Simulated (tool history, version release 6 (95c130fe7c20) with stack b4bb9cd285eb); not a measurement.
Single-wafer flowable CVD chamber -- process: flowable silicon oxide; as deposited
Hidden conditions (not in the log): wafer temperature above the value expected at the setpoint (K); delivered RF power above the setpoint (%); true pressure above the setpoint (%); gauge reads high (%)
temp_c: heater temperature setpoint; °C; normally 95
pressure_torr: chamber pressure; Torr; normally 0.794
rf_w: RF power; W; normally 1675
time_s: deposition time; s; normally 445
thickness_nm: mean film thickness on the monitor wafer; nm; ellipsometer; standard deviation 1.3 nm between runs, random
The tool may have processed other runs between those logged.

run	hour	temp_c	pressure_torr	rf_w	time_s	wafers since the last listed run	hours since the last thermocouple change	hours since the last RF generator calibration	hours since the last manometer calibration	hours since the showerhead was replaced	hours since the gauge calibration	read-back reference wafer on the same gauge, thickness_nm	thickness_nm
1	0	95	0.794	1675	445	0	142.1	1378.8	664.7	5450.5	480.1	297.87	284.167
2	79.1	95	0.794	1675	445	308	221.2	1457.9	743.8	5529.6	559.2	298.042	282.683
3	174.4	95	0.794	1675	445	372	316.5	1553.2	839.1	5624.9	654.5	298.218	280.884
4	231.3	95	0.794	1675	445	222	373.4	1610.1	896	5681.8	711.4	297.633	279.553
# hour 248.9: capacitance manometer re-zeroed and calibrated
5	316.4	95	0.794	1675	445	301	458.5	1695.2	67.5	5766.9	796.5	298.03	279.314
6	410.4	95	0.794	1925	504	367	552.5	1789.2	161.5	5860.9	890.5	298.046	333.159
7	728.5	95	0.794	1675	445	1241	870.6	2107.3	479.6	6179	1208.6	298.152	278.492
8	820.9	95	0.794	1675	445	360	963	2199.7	572	6271.4	1301	297.849	277.75
9	874.1	95	0.794	1675	445	207	1016.2	2252.9	625.2	6324.6	1354.2	298.206	275.576
# hour 944.6: RF generator calibrated
# hour 1081.9: thermocouple changed; heater temperature recalibrated
10	1167.1	95	0.794	1675	394	1081	85.2	222.5	918.2	6617.6	1647.2	298.053	248.238
11	1239.4	95	0.794	1675	394	282	157.5	294.8	990.5	6689.9	1719.5	298.192	249.122
# hour 1270.7: capacitance manometer re-zeroed and calibrated
12	1328	84	0.794	1850	445	314	246.1	383.4	57.3	6778.5	1808.1	297.926	403.675
# hour 1390: showerhead replaced
13	1396	102	0.794	1900	445	234	314.1	451.4	125.3	6	1876.1	298.087	236.793
14	1445.5	95	0.626	1510	378	193	363.6	500.9	174.8	55.5	1925.6	297.62	183.549
15	1506.8	105	0.712	1500	513	239	424.9	562.2	236.1	116.8	1986.9	297.77	200.94
16	1561.1	88	0.794	1585	495	212	479.2	616.5	290.4	171.1	2041.2	298.212	379.003
# hour 1681.3: gauge calibrated
17	1697.7	100	0.975	1810	473	533	615.8	753.1	427	307.7	16.4	298.144	316.538
18	1780.4	95	0.794	1675	445	322	698.5	835.8	509.7	390.4	99.1	298.185	275.115
19	1880	95	0.794	1870	445	388	798.1	935.4	609.3	490	198.7	298.141	290.144
20	1981.8	95	0.794	1675	445	397	899.9	1037.2	711.1	591.8	300.5	297.883	277.436
21	2045.6	95	0.794	1675	445	249	963.7	1101	774.9	655.6	364.3	297.967	276.306
22	2094.7	95	0.741	1495	372	191	1012.8	1150.1	824	704.7	413.4	298.299	203.902
# hour 2188.1: capacitance manometer re-zeroed and calibrated
23	2188.6	95	0.743	1845	477	335	1106.7	1244	0.5	798.6	507.3	297.976	290.547

For each run, the measured value with the value that run would have given without the tool's hidden condition subtracted. The run-to-run variation is shared by both, the gauge scatter possibly not:
run	thickness_nm
1	-0.926
2	-1.361
3	-1.88
4	-2.185
5	-2.653
6	-3.784
7	-4.922
8	-5.42
9	-5.67
10	-0.795
11	-1.153
12	-2.327
13	-1.869
14	-1.596
15	-2.005
16	-3.684
17	-4.314
18	-4.217
19	-5.022
20	-5.365
21	-5.694
22	-4.402
23	-6.817
